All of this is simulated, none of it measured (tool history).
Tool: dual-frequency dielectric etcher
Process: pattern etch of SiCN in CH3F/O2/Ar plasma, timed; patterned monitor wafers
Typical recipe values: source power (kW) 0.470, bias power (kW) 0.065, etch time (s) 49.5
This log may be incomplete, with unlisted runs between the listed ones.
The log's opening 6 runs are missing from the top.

run   hour  source power (kW)  bias power (kW)  etch time (s)  wafers since the last listed run  hours since the last wet clean  hours since the last source power generator calibration  hours since the last bias power generator calibration  hours since the last upper electrode change  hours since the gauge calibration  read-back reference wafer on the same gauge, depth_nm  mean etch depth across the wafer (angstrom)
     147.1  -- source power generator calibrated
  7  188.3              0.470            0.057           49.5                               905                           454.5                                                     41.2                                                 2590.6                                        121.2                              829.9                                                  19.87                                        172.0
  8  220.7              0.470            0.065           49.5                               480                           486.9                                                     73.6                                                 2623.0                                        153.6                              862.3                                                  19.91                                        184.7
  9  252.7              0.360            0.078           38.0                               474                           518.9                                                    105.6                                                 2655.0                                        185.6                              894.3                                                  19.85                                        134.3
 10  284.3              0.470            0.057           49.5                               468                           550.5                                                    137.2                                                 2686.6                                        217.2                              925.9                                                  19.91                                        171.2
 11  306.1              0.390            0.065           49.5                               322                           572.3                                                    159.0                                                 2708.4                                        239.0                              947.7                                                  19.88                                        165.4
 12  327.3              0.470            0.049           49.5                               314                           593.5                                                    180.2                                                 2729.6                                        260.2                              968.9                                                  19.88                                        158.2
     370.2  -- wet clean of the chamber
 13  370.7              0.470            0.052           49.5                               287                             0.5                                                    223.6                                                 2773.0                                        303.6                             1012.3                                                  19.85                                        162.9
 14  376.1              0.470            0.065           62.0                                80                             5.9                                                    229.0                                                 2778.4                                        309.0                             1017.7                                                  19.87                                        232.0
     394.1  -- gauge calibrated
 15  402.2              0.530            0.051           49.5                               386                            32.0                                                    255.1                                                 2804.5                                        335.1                                8.1                                                  19.91                                        172.8
 16  416.5              0.470            0.055           36.0                               211                            46.3                                                    269.4                                                 2818.8                                        349.4                               22.4                                                  19.90                                        121.2
 17  439.9              0.470            0.065           49.5                               346                            69.7                                                    292.8                                                 2842.2                                        372.8                               45.8                                                  19.92                                        182.4
     473.1  -- bias power generator calibrated
 18  473.6              0.470            0.065           49.5                               440                           103.4                                                    326.5                                                    0.5                                        406.5                               79.5                                                  19.89                                        185.0
 19  489.5              0.470            0.065           49.5                               235                           119.3                                                    342.4                                                   16.4                                        422.4                               95.4                                                  19.89                                        186.2
 20  508.2              0.470            0.072           49.5                               277                           138.0                                                    361.1                                                   35.1                                        441.1                              114.1                                                  19.90                                        196.7
 21  521.8              0.580            0.053           40.5                               201                           151.6                                                    374.7                                                   48.7                                        454.7                              127.7                                                  19.91                                        151.3
 22  537.5              0.510            0.065           62.0                               232                           167.3                                                    390.4                                                   64.4                                        470.4                              143.4                                                  19.96                                        242.2
 23  573.4              0.540            0.055           44.0                               531                           203.2                                                    426.3                                                  100.3                                        506.3                              179.3                                                  19.90                                        162.6
 24  599.6              0.370            0.079           35.5                               388                           229.4                                                    452.5                                                  126.5                                        532.5                              205.5                                                  19.92                                        128.1
 25  679.3              0.410            0.065           49.5                              1180                           309.1                                                    532.2                                                  206.2                                        612.2                              285.2                                                  19.90                                        170.6
 26  695.5              0.390            0.060           36.0                               240                           325.3                                                    548.4                                                  222.4                                        628.4                              301.4                                                  19.91                                        115.1
 27  721.2              0.360            0.075           35.5                               380                           351.0                                                    574.1                                                  248.1                                        654.1                              327.1                                                  19.86                                        122.3
 28  755.6              0.390            0.065           49.5                               509                           385.4                                                    608.5                                                  282.5                                        688.5                              361.5                                                  19.94                                        165.4
 29  776.1              0.470            0.065           34.5                               303                           405.9                                                    629.0                                                  303.0                                        709.0                              382.0                                                  19.87                                        128.1
 30  795.2              0.400            0.065           39.5                               282                           425.0                                                    648.1                                                  322.1                                        728.1                              401.1                                                  19.93                                        134.1

Below are 4 alternative next runs, each starting from the tool's condition after run 30. Predict each:
  A  795.6              0.470            0.065           49.5                                 5                           425.4                                                    648.5                                                  322.5                                        728.5                              401.5                                                      ?                                            ?
  B  795.6              0.470            0.079           61.5                                 5                           425.4                                                    648.5                                                  322.5                                        728.5                              401.5                                                      ?                                            ?
  C  795.6              0.580            0.052           35.0                                 5                           425.4                                                    648.5                                                  322.5                                        728.5                              401.5                                                      ?                                            ?
  D  795.6              0.470            0.059           41.5                                 5                           425.4                                                    648.5                                                  322.5                                        728.5                              401.5                                                      ?                                            ?

run  read-back reference wafer on the same gauge, depth_nm  mean etch depth across the wafer (angstrom)
  A                                                  19.90                                        186.6
  B                                                  19.90                                        257.4
  C                                                  19.90                                        130.7
  D                                                  19.90                                        148.3
Had the tool no hidden state, the same runs would have come out as:
run  mean etch depth across the wafer (angstrom)
  A                                        186.6
  B                                        257.4
  C                                        130.7
  D                                        148.3
